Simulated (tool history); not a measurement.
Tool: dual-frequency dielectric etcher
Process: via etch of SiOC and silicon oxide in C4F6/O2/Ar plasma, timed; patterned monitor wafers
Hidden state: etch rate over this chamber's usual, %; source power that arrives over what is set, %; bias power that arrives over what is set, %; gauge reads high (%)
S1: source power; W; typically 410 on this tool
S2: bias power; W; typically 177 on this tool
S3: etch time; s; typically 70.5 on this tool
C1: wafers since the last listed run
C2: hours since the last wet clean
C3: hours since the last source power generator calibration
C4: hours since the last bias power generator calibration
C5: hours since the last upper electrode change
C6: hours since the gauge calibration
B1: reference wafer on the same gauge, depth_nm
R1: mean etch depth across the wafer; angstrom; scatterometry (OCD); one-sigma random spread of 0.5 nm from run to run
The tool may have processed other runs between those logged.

run    hour   S1   S2    S3    C1     C2      C3      C4      C5      C6    B1   R1
  1     0.0  410  177  70.5     0  230.1  3670.2  1617.5  4712.3   960.4  87.1  759
  2    58.4  410  177  70.5   573  288.5  3728.6  1675.9  4770.7  1018.8  86.9  765
  3    83.1  410  177  70.5   242  313.2  3753.3  1700.6  4795.4  1043.5  87.2  759
  4   107.3  410  177  70.5   237  337.4  3777.5  1724.8  4819.6  1067.7  87.0  754
  5   173.2  410  177  70.5   647  403.3  3843.4  1790.7  4885.5  1133.6  87.3  767
  6   201.9  410  177  70.5   282  432.0  3872.1  1819.4  4914.2  1162.3  86.9  765
      228.0  -- wet clean of the chamber
  7   249.9  410  177  70.5   235   21.9  3920.1  1867.4  4962.2  1210.3  87.0  740
  8   281.3  410  177  70.5   308   53.3  3951.5  1898.8  4993.6  1241.7  87.0  750
  9   305.3  410  177  70.5   235   77.3  3975.5  1922.8  5017.6  1265.7  86.9  757
 10   372.1  410  177  70.5   656  144.1  4042.3  1989.6  5084.4  1332.5  87.0  762
 11   439.5  410  177  70.5   662  211.5  4109.7  2057.0  5151.8  1399.9  87.0  760
 12   508.8  410  177  70.5   681  280.8  4179.0  2126.3  5221.1  1469.2  87.2  757
 13   574.3  410  177  78.5   643  346.3  4244.5  2191.8  5286.6  1534.7  87.0  850
      632.6  -- source power generator calibrated
 14   635.0  480  177  76.5   557  407.0     2.4  2252.5  5347.3  1595.4  87.2  882
      671.1  -- gauge calibrated
      702.1  -- wet clean of the chamber
 15   702.6  410  177  70.5   428    0.5    70.0  2320.1  5414.9    31.5  87.2  788
 16   751.7  410  177  70.5   482   49.6   119.1  2369.2  5464.0    80.6  87.2  795
      804.8  -- upper electrode replaced
 17   893.4  480  134  85.0  1156  191.3   260.8  2510.9    88.6   222.3  87.0  881
 18   957.2  410  177  70.5   627  255.1   324.6  2574.7   152.4   286.1  87.1  800
     1030.2  -- bias power generator calibrated
     1030.5  -- wet clean of the chamber, repeated, since the last time left the tool worse
 19  1031.0  510  161  87.0   683    0.5   398.4     0.8   226.2   359.9  87.0  960
 20  1082.4  450  177  76.5   505   51.9   449.8    52.2   277.6   411.3  87.2  844
 21  1116.7  410  149  70.5   337   86.2   484.1    86.5   311.9   445.6  87.1  700
 22  1184.5  410  177  88.5   666  154.0   551.9   154.3   379.7   513.4  87.1  943
 23  1209.0  480  177  76.5   240  178.5   576.4   178.8   404.2   537.9  87.1  875
 24  1335.3  470  215  70.5  1241  304.8   702.7   305.1   530.5   664.2  87.2  881
 25  1376.8  350  217  85.0   407  346.3   744.2   346.6   572.0   705.7  87.1  958
 26  1409.2  450  141  80.5   318  378.7   776.6   379.0   604.4   738.1  87.1  811
     1481.1  -- wet clean of the chamber
 27  1481.6  480  177  85.0   475    0.5   849.0   451.4   676.8   810.5  87.2  962
 28  1499.8  410  213  70.5   178   18.7   867.2   469.6   695.0   828.7  87.1  814
 29  1539.1  340  217  70.5   386   58.0   906.5   508.9   734.3   868.0  87.1  764
 30  1609.7  490  177  78.0   693  128.6   977.1   579.5   804.9   938.6  87.1  907

4 options for the next run, each taken on its own from the tool as it stands now. Forecast them:
  A  1610.1  410  156  70.5   3  129.0  977.5  579.9  805.3  939.0   ?   ?
  B  1610.1  410  177  81.0   3  129.0  977.5  579.9  805.3  939.0   ?   ?
  C  1610.1  440  177  70.5   3  129.0  977.5  579.9  805.3  939.0   ?   ?
  D  1610.1  410  177  58.0   3  129.0  977.5  579.9  805.3  939.0   ?   ?

run    B1   R1
  A  86.9  702
  B  86.9  858
  C  86.9  768
  D  86.9  614
Without the tool's unlogged condition, the same runs would have read:
run   R1
  A  696
  B  850
  C  762
  D  609
